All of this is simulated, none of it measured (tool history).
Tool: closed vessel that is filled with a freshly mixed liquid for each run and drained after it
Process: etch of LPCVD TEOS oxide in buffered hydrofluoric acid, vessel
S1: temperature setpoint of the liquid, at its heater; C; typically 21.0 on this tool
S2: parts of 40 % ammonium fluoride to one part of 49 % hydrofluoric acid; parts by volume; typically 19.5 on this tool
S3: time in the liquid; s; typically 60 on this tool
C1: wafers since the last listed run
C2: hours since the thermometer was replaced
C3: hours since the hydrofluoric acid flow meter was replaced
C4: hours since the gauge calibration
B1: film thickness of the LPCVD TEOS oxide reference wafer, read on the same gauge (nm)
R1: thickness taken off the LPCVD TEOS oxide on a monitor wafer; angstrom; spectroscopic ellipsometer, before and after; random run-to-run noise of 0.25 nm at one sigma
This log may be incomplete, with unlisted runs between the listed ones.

run	day	S1	S2	S3	C1	C2	C3	C4	B1	R1
1	0.000	21.0	19.5	60	0	2392.7	391.5	1294.3	100.01	549.1
2	1.129	21.0	19.5	60	3177	2419.8	418.6	1321.4	100.02	551.4
3	2.654	21.0	19.5	60	4291	2456.4	455.2	1358.0	100.01	545.5
4	4.800	21.0	21.0	80	6038	2507.9	506.7	1409.5	100.02	694.0
# day 5.967: hydrofluoric acid flow meter replaced
5	6.450	21.0	21.0	80	4526	2547.5	11.6	1449.1	99.99	687.6
# day 7.008: thermometer replaced
6	8.067	21.0	21.0	80	4432	25.4	50.4	1487.9	100.02	646.3
7	9.958	21.0	19.5	60	5323	70.8	95.8	1533.3	99.99	513.4
8	13.288	24.5	24.0	60	9368	150.7	175.7	1613.2	100.02	538.4
9	15.608	24.5	24.0	60	6531	206.4	231.4	1668.9	100.01	535.3
10	17.271	23.0	13.5	80	4678	246.3	271.3	1708.8	99.99	1105.3
11	18.404	21.0	23.5	60	3189	273.5	298.5	1736.0	100.02	451.2
12	20.646	19.0	17.0	85	6308	327.3	352.3	1789.8	100.00	753.2
13	23.062	22.5	19.5	60	6800	385.3	410.3	1847.8	99.99	566.0
14	25.408	17.0	25.5	60	6601	441.6	466.6	1904.1	100.02	344.9
15	27.879	21.0	19.5	60	6953	500.9	525.9	1963.4	100.02	525.0
# day 29.025: hydrofluoric acid flow meter replaced
16	30.458	21.0	19.5	60	7141	562.8	34.4	2025.3	100.00	522.9
17	33.433	19.0	19.5	60	8372	634.2	105.8	2096.7	99.98	465.2
18	34.742	21.0	19.5	60	3681	665.6	137.2	2128.1	100.02	518.5
# day 35.300: gauge calibrated
19	36.142	17.5	24.5	60	3939	699.2	170.8	20.2	100.02	362.5
20	38.125	24.5	24.0	60	5581	746.8	218.4	67.8	100.01	549.2
21	41.054	18.5	19.5	60	8243	817.1	288.7	138.1	100.00	456.1
22	42.483	21.0	19.5	60	4021	851.4	323.0	172.4	100.00	526.0
23	44.921	21.0	16.0	60	6859	909.9	381.5	230.9	100.01	638.1
24	47.171	17.0	19.5	60	6331	963.9	435.5	284.9	100.00	418.4
25	49.133	21.0	19.5	80	5522	1011.0	482.6	332.0	100.00	705.2
26	50.492	21.0	19.5	60	3822	1043.6	515.2	364.6	99.96	529.4
# day 51.646: hydrofluoric acid flow meter replaced
27	53.338	25.5	19.5	30	7891	1111.9	40.6	432.9	100.00	340.0
28	55.842	18.5	14.5	60	7047	1172.0	100.7	493.0	99.99	619.8
29	58.771	21.0	19.5	40	8243	1242.3	171.0	563.3	99.99	356.7
30	65.017	21.0	14.5	60	17576	1392.2	320.9	713.2	100.01	713.8
31	66.196	22.5	11.5	45	3318	1420.5	349.2	741.5	100.05	735.3
32	68.067	21.0	19.5	40	5264	1465.4	394.1	786.4	100.03	357.2
33	69.412	19.5	19.5	70	3787	1497.7	426.4	818.7	99.99	574.9
34	72.271	21.0	15.5	30	8043	1566.3	495.0	887.3	100.00	337.9

State the hidden condition of the tool at each of the runs:
hydrofluoric acid flow above the setpoint (%): 0 on each run
gauge reads high (%): 0 on each run
H1: liquid hotter than its thermometer reads (K)
run	H1
1	1.22
2	1.24
3	1.25
4	1.28
5	1.3
6	0.101
7	0.123
8	0.161
9	0.188
10	0.207
11	0.22
12	0.246
13	0.274
14	0.301
15	0.329
16	0.359
17	0.393
18	0.408
19	0.424
20	0.447
21	0.481
22	0.497
23	0.525
24	0.551
25	0.574
26	0.589
27	0.622
28	0.651
29	0.685
30	0.757
31	0.77
32	0.792
33	0.807
34	0.84

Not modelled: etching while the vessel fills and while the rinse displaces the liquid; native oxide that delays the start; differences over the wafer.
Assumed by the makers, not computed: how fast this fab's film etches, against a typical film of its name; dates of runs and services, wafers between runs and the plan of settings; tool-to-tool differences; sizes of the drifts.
